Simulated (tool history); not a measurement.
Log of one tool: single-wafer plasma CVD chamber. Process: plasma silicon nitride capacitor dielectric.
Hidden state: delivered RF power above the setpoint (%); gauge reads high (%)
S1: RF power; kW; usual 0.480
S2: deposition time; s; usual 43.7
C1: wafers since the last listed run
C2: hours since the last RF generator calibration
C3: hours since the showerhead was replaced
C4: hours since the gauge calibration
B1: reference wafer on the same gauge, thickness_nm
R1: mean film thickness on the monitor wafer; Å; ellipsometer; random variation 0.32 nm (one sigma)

run	hour	S1	S2	C1	C2	C3	C4	B1	R1
1	0.0	0.480	41.4	0	605.0	1555.4	1218.3	54.717	542.46
2	61.9	0.480	41.4	1163	666.9	1617.3	1280.2	54.631	547.27
3	141.9	0.480	43.7	1503	746.9	1697.3	1360.2	54.565	574.45
4	238.9	0.480	43.7	1822	843.9	1794.3	1457.2	54.419	570.42
5	292.5	0.480	43.7	1007	897.5	1847.9	1510.8	54.406	572.34
6	372.5	0.480	43.7	1503	977.5	1927.9	1590.8	54.299	565.94
7	433.7	0.480	43.7	1150	1038.7	1989.1	1652.0	54.154	569.11
8	530.6	0.480	43.7	1821	1135.6	2086.0	1748.9	53.953	566.22
9	619.9	0.480	43.7	1678	1224.9	2175.3	1838.2	53.831	566.73
10	711.3	0.480	43.7	1717	1316.3	2266.7	1929.6	53.723	569.38
# hour 713.7: gauge calibrated
11	790.6	0.480	43.7	1490	1395.6	2346.0	76.9	55.662	581.66
12	1084.6	0.480	43.7	5525	1689.6	2640.0	370.9	55.541	589.46
# hour 1095.7: showerhead replaced
13	1154.7	0.550	48.8	1167	1759.7	59.0	441.0	55.454	673.34
14	1207.3	0.555	35.9	988	1812.3	111.6	493.6	55.430	503.06
15	1349.6	0.510	43.7	2674	1954.6	253.9	635.9	55.335	593.88
16	1439.2	0.390	46.5	1683	2044.2	343.5	725.5	55.381	583.67
17	1490.5	0.480	43.7	964	2095.5	394.8	776.8	55.243	583.22
18	1589.7	0.480	35.4	1864	2194.7	494.0	876.0	55.206	467.70
# hour 1604.0: RF generator calibrated
19	1629.2	0.560	36.4	591	25.2	533.5	915.5	55.216	511.91
20	1724.6	0.430	38.7	1792	120.6	628.9	1010.9	55.118	497.91
21	1775.7	0.415	39.4	960	171.7	680.0	1062.0	55.009	499.84
22	1863.0	0.480	48.6	1640	259.0	767.3	1149.3	55.031	640.10
23	1956.2	0.515	43.7	1751	352.2	860.5	1242.5	54.889	593.48
24	2029.7	0.480	43.7	1381	425.7	934.0	1316.0	54.828	574.65
25	2125.5	0.480	43.7	1800	521.5	1029.8	1411.8	54.668	574.33

Forecast each of these 4 alternatives for the next run:
A	2125.9	0.480	36.5	7	521.9	1030.2	1412.2	?	?
B	2125.9	0.455	49.4	7	521.9	1030.2	1412.2	?	?
C	2125.9	0.480	39.5	7	521.9	1030.2	1412.2	?	?
D	2125.9	0.395	47.0	7	521.9	1030.2	1412.2	?	?

run	B1	R1
A	54.688	481.80
B	54.688	642.07
C	54.688	521.40
D	54.688	586.49
Without the tool's hidden state the same runs would have given:
run	R1
A	489.78
B	652.71
C	530.04
D	596.21
